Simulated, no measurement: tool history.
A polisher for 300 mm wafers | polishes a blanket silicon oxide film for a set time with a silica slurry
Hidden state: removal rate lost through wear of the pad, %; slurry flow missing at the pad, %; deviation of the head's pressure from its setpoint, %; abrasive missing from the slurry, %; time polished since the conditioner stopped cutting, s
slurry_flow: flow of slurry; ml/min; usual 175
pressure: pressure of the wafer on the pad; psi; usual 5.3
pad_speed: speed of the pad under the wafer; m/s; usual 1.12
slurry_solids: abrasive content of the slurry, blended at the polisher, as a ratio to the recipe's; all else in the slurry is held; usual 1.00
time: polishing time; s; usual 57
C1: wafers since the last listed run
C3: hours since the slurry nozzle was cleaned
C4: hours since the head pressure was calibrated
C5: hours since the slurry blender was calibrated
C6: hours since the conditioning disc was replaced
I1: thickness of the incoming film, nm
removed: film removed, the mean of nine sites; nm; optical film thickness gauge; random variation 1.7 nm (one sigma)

{"run": 1, "hour": 0.0, "slurry_flow": 215, "pressure": 4.8, "pad_speed": 1.12, "slurry_solids": 1.0, "time": 57, "C1": 0, "wafers polished on this pad": 185, "C3": 338.8, "C4": 711.4, "C5": 114.7, "C6": 233.2, "I1": 1371.4, "removed": 187.5}
{"hour": 46.5, "done": "head pressure recalibrated"}
{"hour": 47.1, "done": "slurry nozzle cleaned"}
{"run": 2, "hour": 67.8, "slurry_flow": 130, "pressure": 4.0, "pad_speed": 1.12, "slurry_solids": 1.0, "time": 57, "C1": 889, "wafers polished on this pad": 1075, "C3": 20.7, "C4": 21.3, "C5": 182.5, "C6": 301.0, "I1": 1376.4, "removed": 160.7}
{"run": 3, "hour": 131.6, "slurry_flow": 130, "pressure": 4.0, "pad_speed": 1.12, "slurry_solids": 1.0, "time": 57, "C1": 869, "wafers polished on this pad": 1945, "C3": 84.5, "C4": 85.1, "C5": 246.3, "C6": 364.8, "I1": 1389.2, "removed": 155.0}
{"run": 4, "hour": 166.1, "slurry_flow": 175, "pressure": 5.3, "pad_speed": 1.12, "slurry_solids": 1.0, "time": 57, "C1": 470, "wafers polished on this pad": 2415, "C3": 119.0, "C4": 119.6, "C5": 280.8, "C6": 399.3, "I1": 1361.9, "removed": 210.2}
{"hour": 168.8, "done": "conditioning disc replaced and pad reconditioned"}
{"run": 5, "hour": 221.9, "slurry_flow": 175, "pressure": 4.6, "pad_speed": 1.12, "slurry_solids": 1.0, "time": 57, "C1": 733, "wafers polished on this pad": 3149, "C3": 174.8, "C4": 175.4, "C5": 336.6, "C6": 53.1, "I1": 1380.6, "removed": 185.7}
{"hour": 276.2, "done": "slurry blender recalibrated"}
{"run": 6, "hour": 290.4, "slurry_flow": 175, "pressure": 4.6, "pad_speed": 1.12, "slurry_solids": 1.0, "time": 57, "C1": 906, "wafers polished on this pad": 4055, "C3": 243.3, "C4": 243.9, "C5": 14.2, "C6": 121.6, "I1": 1367.6, "removed": 182.0}
{"run": 7, "hour": 322.3, "slurry_flow": 175, "pressure": 4.6, "pad_speed": 1.12, "slurry_solids": 1.0, "time": 57, "C1": 434, "wafers polished on this pad": 4490, "C3": 275.2, "C4": 275.8, "C5": 46.1, "C6": 153.5, "I1": 1386.5, "removed": 180.6}
{"hour": 343.4, "done": "worn pad replaced by a new one"}
{"hour": 386.0, "done": "slurry nozzle cleaned"}
{"run": 8, "hour": 392.4, "slurry_flow": 175, "pressure": 5.3, "pad_speed": 1.12, "slurry_solids": 0.9, "time": 57, "C1": 887, "wafers polished on this pad": 654, "C3": 6.4, "C4": 345.9, "C5": 116.2, "C6": 223.6, "I1": 1365.0, "removed": 206.6}
{"run": 9, "hour": 456.5, "slurry_flow": 150, "pressure": 5.3, "pad_speed": 0.86, "slurry_solids": 0.75, "time": 65, "C1": 873, "wafers polished on this pad": 1528, "C3": 70.5, "C4": 410.0, "C5": 180.3, "C6": 287.7, "I1": 1354.8, "removed": 160.9}
{"run": 10, "hour": 515.9, "slurry_flow": 215, "pressure": 5.3, "pad_speed": 1.12, "slurry_solids": 0.9, "time": 57, "C1": 809, "wafers polished on this pad": 2337, "C3": 129.9, "C4": 469.4, "C5": 239.7, "C6": 347.1, "I1": 1369.6, "removed": 205.1}
{"run": 11, "hour": 575.8, "slurry_flow": 175, "pressure": 5.3, "pad_speed": 1.12, "slurry_solids": 1.0, "time": 57, "C1": 816, "wafers polished on this pad": 3154, "C3": 189.8, "C4": 529.3, "C5": 299.6, "C6": 407.0, "I1": 1362.4, "removed": 209.3}
{"hour": 614.5, "done": "conditioning disc replaced and pad reconditioned"}
{"run": 12, "hour": 647.1, "slurry_flow": 175, "pressure": 6.2, "pad_speed": 1.12, "slurry_solids": 1.0, "time": 57, "C1": 944, "wafers polished on this pad": 4099, "C3": 261.1, "C4": 600.6, "C5": 370.9, "C6": 32.6, "I1": 1373.0, "removed": 242.3}
{"run": 13, "hour": 678.2, "slurry_flow": 175, "pressure": 5.3, "pad_speed": 1.12, "slurry_solids": 1.0, "time": 77, "C1": 423, "wafers polished on this pad": 4523, "C3": 292.2, "C4": 631.7, "C5": 402.0, "C6": 63.7, "I1": 1370.4, "removed": 282.3}
{"hour": 684.7, "done": "worn pad replaced by a new one"}
{"hour": 693.4, "done": "slurry blender recalibrated"}
{"run": 14, "hour": 718.4, "slurry_flow": 175, "pressure": 5.3, "pad_speed": 0.78, "slurry_solids": 0.8, "time": 76, "C1": 466, "wafers polished on this pad": 432, "C3": 332.4, "C4": 671.9, "C5": 25.0, "C6": 103.9, "I1": 1344.1, "removed": 180.2}
{"hour": 774.2, "done": "head pressure recalibrated"}
{"hour": 776.4, "done": "slurry nozzle cleaned"}
{"run": 15, "hour": 788.3, "slurry_flow": 175, "pressure": 5.3, "pad_speed": 1.12, "slurry_solids": 1.0, "time": 57, "C1": 912, "wafers polished on this pad": 1344, "C3": 11.9, "C4": 14.1, "C5": 94.9, "C6": 173.8, "I1": 1362.3, "removed": 222.0}
{"run": 16, "hour": 837.8, "slurry_flow": 175, "pressure": 5.3, "pad_speed": 1.12, "slurry_solids": 1.0, "time": 57, "C1": 674, "wafers polished on this pad": 2019, "C3": 61.4, "C4": 63.6, "C5": 144.4, "C6": 223.3, "I1": 1368.9, "removed": 219.0}
{"run": 17, "hour": 892.8, "slurry_flow": 225, "pressure": 5.3, "pad_speed": 1.12, "slurry_solids": 1.0, "time": 48, "C1": 749, "wafers polished on this pad": 2769, "C3": 116.4, "C4": 118.6, "C5": 199.4, "C6": 278.3, "I1": 1364.4, "removed": 187.0}
{"run": 18, "hour": 940.0, "slurry_flow": 175, "pressure": 5.3, "pad_speed": 1.52, "slurry_solids": 0.8, "time": 57, "C1": 643, "wafers polished on this pad": 3412, "C3": 163.6, "C4": 165.8, "C5": 246.6, "C6": 325.5, "I1": 1342.0, "removed": 233.4}
{"hour": 1026.4, "done": "worn pad replaced by a new one"}
{"hour": 1109.8, "done": "conditioning disc replaced and pad reconditioned"}
{"run": 19, "hour": 1117.3, "slurry_flow": 230, "pressure": 5.3, "pad_speed": 1.12, "slurry_solids": 1.0, "time": 57, "C1": 2335, "wafers polished on this pad": 1211, "C3": 340.9, "C4": 343.1, "C5": 423.9, "C6": 7.5, "I1": 1346.9, "removed": 218.7}
{"hour": 1134.1, "done": "slurry nozzle cleaned"}
{"hour": 1164.1, "done": "slurry blender recalibrated"}
{"run": 20, "hour": 1167.3, "slurry_flow": 175, "pressure": 5.3, "pad_speed": 1.12, "slurry_solids": 1.0, "time": 65, "C1": 640, "wafers polished on this pad": 1852, "C3": 33.2, "C4": 393.1, "C5": 3.2, "C6": 57.5, "I1": 1373.8, "removed": 250.0}
{"run": 21, "hour": 1237.6, "slurry_flow": 210, "pressure": 5.3, "pad_speed": 0.74, "slurry_solids": 0.85, "time": 72, "C1": 958, "wafers polished on this pad": 2810, "C3": 103.5, "C4": 463.4, "C5": 73.5, "C6": 127.8, "I1": 1365.0, "removed": 186.1}
{"run": 22, "hour": 1292.7, "slurry_flow": 175, "pressure": 5.3, "pad_speed": 1.12, "slurry_solids": 1.0, "time": 57, "C1": 751, "wafers polished on this pad": 3561, "C3": 158.6, "C4": 518.5, "C5": 128.6, "C6": 182.9, "I1": 1360.9, "removed": 210.2}
{"hour": 1420.9, "done": "worn pad replaced by a new one"}
{"run": 23, "hour": 1470.4, "slurry_flow": 150, "pressure": 6.4, "pad_speed": 1.12, "slurry_solids": 0.85, "time": 57, "C1": 2368, "wafers polished on this pad": 674, "C3": 336.3, "C4": 696.2, "C5": 306.3, "C6": 360.6, "I1": 1372.8, "removed": 217.9}
{"hour": 1475.3, "done": "slurry nozzle cleaned"}
{"hour": 1495.0, "done": "conditioning disc replaced and pad reconditioned"}
{"run": 24, "hour": 1511.2, "slurry_flow": 175, "pressure": 3.9, "pad_speed": 0.82, "slurry_solids": 1.1, "time": 67, "C1": 515, "wafers polished on this pad": 1190, "C3": 35.9, "C4": 737.0, "C5": 347.1, "C6": 16.2, "I1": 1375.4, "removed": 157.8}

The same runs without the tool's hidden state, with the same run-to-run variation:
run=1 removed=205.1
run=2 removed=162.8
run=3 removed=161.3
run=4 removed=219.2
run=5 removed=196.0
run=6 removed=194.0
run=7 removed=193.2
run=8 removed=207.8
run=9 removed=166.1
run=10 removed=213.2
run=11 removed=221.6
run=12 removed=259.1
run=13 removed=302.7
run=14 removed=193.8
run=15 removed=223.1
run=16 removed=223.9
run=17 removed=193.0
run=18 removed=244.9
run=19 removed=231.1
run=20 removed=253.2
run=21 removed=191.7
run=22 removed=220.3
run=23 removed=234.9
run=24 removed=159.9
